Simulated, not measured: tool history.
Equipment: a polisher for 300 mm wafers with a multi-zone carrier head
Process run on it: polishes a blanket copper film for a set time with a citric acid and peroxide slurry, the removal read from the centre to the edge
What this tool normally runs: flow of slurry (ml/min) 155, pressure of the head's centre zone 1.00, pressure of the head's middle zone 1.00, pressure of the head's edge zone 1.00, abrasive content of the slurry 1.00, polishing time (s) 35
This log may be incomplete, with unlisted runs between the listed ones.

run,hour,flow of slurry (ml/min),pressure of the head's centre zone,pressure of the head's middle zone,pressure of the head's edge zone,abrasive content of the slurry,polishing time (s),wafers since the last listed run,wafers polished on this pad,hours since the slurry nozzle was cleaned,hours since the centre zone pressure was calibrated,hours since the edge zone pressure was calibrated,hours since the carrier head's membrane was replaced,"incoming thickness of the incoming film, nm",film removed at the wafer's centre (Å),film removed at mid-radius (Å),film removed at the wafer's edge (Å)
1,0.0,155,1.00,1.00,1.00,1.00,35,0,139,333.2,234.2,545.1,1300.9,538.6,741,768,787
2,25.0,155,1.00,1.00,1.00,1.00,35,437,577,358.2,259.2,570.1,1325.9,541.8,738,764,790
3,39.8,155,1.00,1.00,1.00,1.00,35,259,836,373.0,274.0,584.9,1340.7,536.0,738,795,794
4,52.6,155,1.00,1.00,1.00,1.00,35,224,1060,385.8,286.8,597.7,1353.5,536.0,722,797,782
5,65.0,155,1.00,1.00,1.00,1.00,35,217,1277,398.2,299.2,610.1,1365.9,544.5,724,781,780
# hour 69.0: worn pad replaced by a new one
6,81.9,155,1.00,1.00,1.00,1.00,35,225,225,415.1,316.1,627.0,1382.8,530.1,723,771,778
7,116.8,155,1.00,1.00,1.00,1.00,35,610,836,450.0,351.0,661.9,1417.7,538.1,710,769,754
# hour 143.4: worn pad replaced by a new one
8,143.9,155,1.00,1.00,1.00,1.00,35,404,8,477.1,378.1,689.0,1444.8,539.6,689,758,773
9,169.6,145,1.00,1.00,1.00,1.00,35,449,458,502.8,403.8,714.7,1470.5,532.5,667,706,742
10,201.8,130,0.96,1.07,1.00,1.00,35,563,1022,535.0,436.0,746.9,1502.7,533.0,594,713,717
11,218.6,155,1.03,1.00,1.00,1.25,35,294,1316,551.8,452.8,763.7,1519.5,550.9,713,744,790
# hour 227.2: worn pad replaced by a new one
# hour 238.9: edge zone pressure recalibrated
# hour 240.6: slurry nozzle cleaned
# hour 243.2: centre zone pressure recalibrated
12,246.4,155,1.00,1.00,1.11,1.00,41,329,249,5.8,3.2,7.5,1547.3,541.3,989,953,1012
13,274.4,155,1.00,1.00,1.00,1.00,35,490,739,33.8,31.2,35.5,1575.3,545.4,823,799,830
14,289.3,155,1.00,1.00,1.00,1.00,35,260,1000,48.7,46.1,50.4,1590.2,536.0,807,831,812
# hour 300.7: worn pad replaced by a new one
15,324.8,155,1.00,1.00,1.00,1.00,23,551,421,84.2,81.6,85.9,1625.7,531.1,525,549,539
# hour 330.5: carrier head's membrane replaced by a new one
16,341.4,155,1.00,1.00,1.00,1.00,35,203,624,100.8,98.2,102.5,10.9,532.8,786,810,836
17,362.5,155,1.00,1.00,1.00,1.00,38,369,994,121.9,119.3,123.6,32.0,532.2,849,882,886
# hour 378.5: worn pad replaced by a new one
18,390.1,155,1.08,1.00,0.89,1.00,35,413,202,149.5,146.9,151.2,59.6,545.0,831,808,770
19,425.2,155,1.00,1.00,0.92,1.00,26,614,816,184.6,182.0,186.3,94.7,549.2,577,604,577

Some steps in film removed at the wafer's centre (Å), run to run, broken into two amounts with sign: the step expected even without the hidden condition (settings, incoming material, random variation), and the rest, left for the hidden condition together with whatever gauge scatter is not in both the measured and the hidden-condition-free result:
The tool's hidden condition here consists of: removal rate lost through wear of the pad, %; slurry flow missing at the pad, %; deviation of the centre zone's pressure from its setpoint, %; deviation of the edge zone's pressure from its setpoint, %.
Run 11 -> 12: pressure of the head's centre zone 1.03 -> 1.00, pressure of the head's edge zone 1.00 -> 1.11, abrasive content of the slurry 1.25 -> 1.00, polishing time (s) 35 -> 41, worn pad replaced by a new one, edge zone pressure recalibrated, slurry nozzle cleaned, centre zone pressure recalibrated. film removed at the wafer's centre (Å) +276: hidden state +192, all else +84.
Run 14 -> 15: polishing time (s) 35 -> 23, worn pad replaced by a new one. film removed at the wafer's centre (Å) -282: hidden state +0, all else -282.
